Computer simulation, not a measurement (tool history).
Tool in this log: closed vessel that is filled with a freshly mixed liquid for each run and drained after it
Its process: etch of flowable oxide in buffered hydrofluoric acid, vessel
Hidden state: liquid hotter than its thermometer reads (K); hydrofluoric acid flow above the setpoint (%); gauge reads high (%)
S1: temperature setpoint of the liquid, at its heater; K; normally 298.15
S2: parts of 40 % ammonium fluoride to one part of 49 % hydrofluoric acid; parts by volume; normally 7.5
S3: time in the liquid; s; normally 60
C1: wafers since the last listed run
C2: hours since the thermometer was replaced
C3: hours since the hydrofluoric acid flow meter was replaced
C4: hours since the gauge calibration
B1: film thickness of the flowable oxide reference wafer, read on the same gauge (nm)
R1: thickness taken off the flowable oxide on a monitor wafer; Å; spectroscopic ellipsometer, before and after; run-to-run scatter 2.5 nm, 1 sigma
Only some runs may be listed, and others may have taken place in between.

run 1 hour=0 | S1=298.15 S2=8.5 S3=60 | C1=0 C2=29.2 C3=60.8 C4=998.1 | B1=100.01 | R1=2326.4
run 2 hour=95.4 | S1=298.15 S2=8.5 S3=60 | C1=12699 C2=124.6 C3=156.2 C4=1093.5 | B1=100.01 | R1=2403.5
run 3 hour=202.4 | S1=298.15 S2=8.5 S3=60 | C1=14243 C2=231.6 C3=263.2 C4=1200.5 | B1=100 | R1=2429.2
run 4 hour=241.7 | S1=298.15 S2=7.5 S3=60 | C1=5231 C2=270.9 C3=302.5 C4=1239.8 | B1=100 | R1=2733.6
run 5 hour=326.3 | S1=298.15 S2=7.5 S3=60 | C1=11261 C2=355.5 C3=387.1 C4=1324.4 | B1=99.99 | R1=2750.6
run 6 hour=394.4 | S1=298.15 S2=7.5 S3=60 | C1=9065 C2=423.6 C3=455.2 C4=1392.5 | B1=99.99 | R1=2845
run 7 hour=483.5 | S1=298.15 S2=7.5 S3=60 | C1=11860 C2=512.7 C3=544.3 C4=1481.6 | B1=100.03 | R1=2836.3
-- hour=517.6 thermometer replaced
run 8 hour=581.7 | S1=295.65 S2=7.5 S3=40 | C1=12938 C2=64.1 C3=642.5 C4=1579.8 | B1=100.03 | R1=1659
run 9 hour=675.6 | S1=295.65 S2=7.5 S3=40 | C1=12499 C2=158 C3=736.4 C4=1673.7 | B1=100.02 | R1=1706.4
-- hour=814.2 hydrofluoric acid flow meter replaced
run 10 hour=880.8 | S1=295.65 S2=7.5 S3=40 | C1=27182 C2=363.2 C3=66.6 C4=1878.9 | B1=100.01 | R1=1592.7
-- hour=960.3 gauge calibrated
run 11 hour=962.5 | S1=298.15 S2=7.5 S3=60 | C1=10875 C2=444.9 C3=148.3 C4=2.2 | B1=99.96 | R1=2750.6
run 12 hour=1044.1 | S1=298.15 S2=7.5 S3=60 | C1=10862 C2=526.5 C3=229.9 C4=83.8 | B1=100 | R1=2764.4
-- hour=1089.4 thermometer replaced
run 13 hour=1090.3 | S1=298.15 S2=7.5 S3=60 | C1=6016 C2=0.9 C3=276.1 C4=130 | B1=99.99 | R1=2798.2
run 14 hour=1140.1 | S1=298.15 S2=9 S3=60 | C1=6629 C2=50.7 C3=325.9 C4=179.8 | B1=100.02 | R1=2300.5
run 15 hour=1233.5 | S1=298.15 S2=7.5 S3=45 | C1=12432 C2=144.1 C3=419.3 C4=273.2 | B1=100 | R1=2103.8
run 16 hour=1338.2 | S1=295.65 S2=8.5 S3=30 | C1=13937 C2=248.8 C3=524 C4=377.9 | B1=99.95 | R1=1092.7
run 17 hour=1391.2 | S1=298.15 S2=7.5 S3=60 | C1=7055 C2=301.8 C3=577 C4=430.9 | B1=100.01 | R1=2887.5
run 18 hour=1482.5 | S1=303.15 S2=10 S3=90 | C1=12153 C2=393.1 C3=668.3 C4=522.2 | B1=99.99 | R1=4275.9
run 19 hour=1532.5 | S1=293.65 S2=6 S3=40 | C1=6655 C2=443.1 C3=718.3 C4=572.2 | B1=99.95 | R1=1834.2
-- hour=1570.9 thermometer replaced
run 20 hour=1606.4 | S1=293.15 S2=7.5 S3=60 | C1=9704 C2=35.5 C3=792.2 C4=646.1 | B1=100 | R1=2211.7
-- hour=1643.8 hydrofluoric acid flow meter replaced
run 21 hour=1655.3 | S1=298.15 S2=6 S3=60 | C1=6376 C2=84.4 C3=11.5 C4=695 | B1=100.01 | R1=3298.4
run 22 hour=1734.6 | S1=299.65 S2=10 S3=50 | C1=10556 C2=163.7 C3=90.8 C4=774.3 | B1=99.99 | R1=1843.7
run 23 hour=1831.3 | S1=298.15 S2=7.5 S3=90 | C1=12872 C2=260.4 C3=187.5 C4=871 | B1=99.98 | R1=4117.9
run 24 hour=1875.6 | S1=299.65 S2=10 S3=60 | C1=5897 C2=304.7 C3=231.8 C4=915.3 | B1=99.98 | R1=2288.2
run 25 hour=1954.2 | S1=298.15 S2=7.5 S3=60 | C1=10462 C2=383.3 C3=310.4 C4=993.9 | B1=100.01 | R1=2762.9
run 26 hour=2006.2 | S1=296.65 S2=7.5 S3=85 | C1=6921 C2=435.3 C3=362.4 C4=1045.9 | B1=99.98 | R1=3670.6
-- hour=2056.2 thermometer replaced
run 27 hour=2101.7 | S1=298.15 S2=7.5 S3=60 | C1=12579 C2=45.5 C3=457.9 C4=1141.4 | B1=99.97 | R1=2867.7
run 28 hour=2193.1 | S1=301.65 S2=7.5 S3=60 | C1=12166 C2=136.9 C3=549.3 C4=1232.8 | B1=100.03 | R1=3394.8

Results per run with the tool's hidden condition removed, run-to-run variation unchanged:
run=1 R1=2298.5
run=2 R1=2349
run=3 R1=2345.3
run=4 R1=2628.3
run=5 R1=2619.9
run=6 R1=2689.4
run=7 R1=2655.2
run=8 R1=1537.3
run=9 R1=1568.4
run=10 R1=1568.6
run=11 R1=2684.2
run=12 R1=2673
run=13 R1=2691.6
run=14 R1=2200.2
run=15 R1=1992
run=16 R1=1022.5
run=17 R1=2687.4
run=18 R1=4077.3
run=19 R1=1712.9
run=20 R1=2019.5
run=21 R1=3289.5
run=22 R1=1830.2
run=23 R1=4021.9
run=24 R1=2250.3
run=25 R1=2661.2
run=26 R1=3515.5
run=27 R1=2717.4
run=28 R1=3185.4
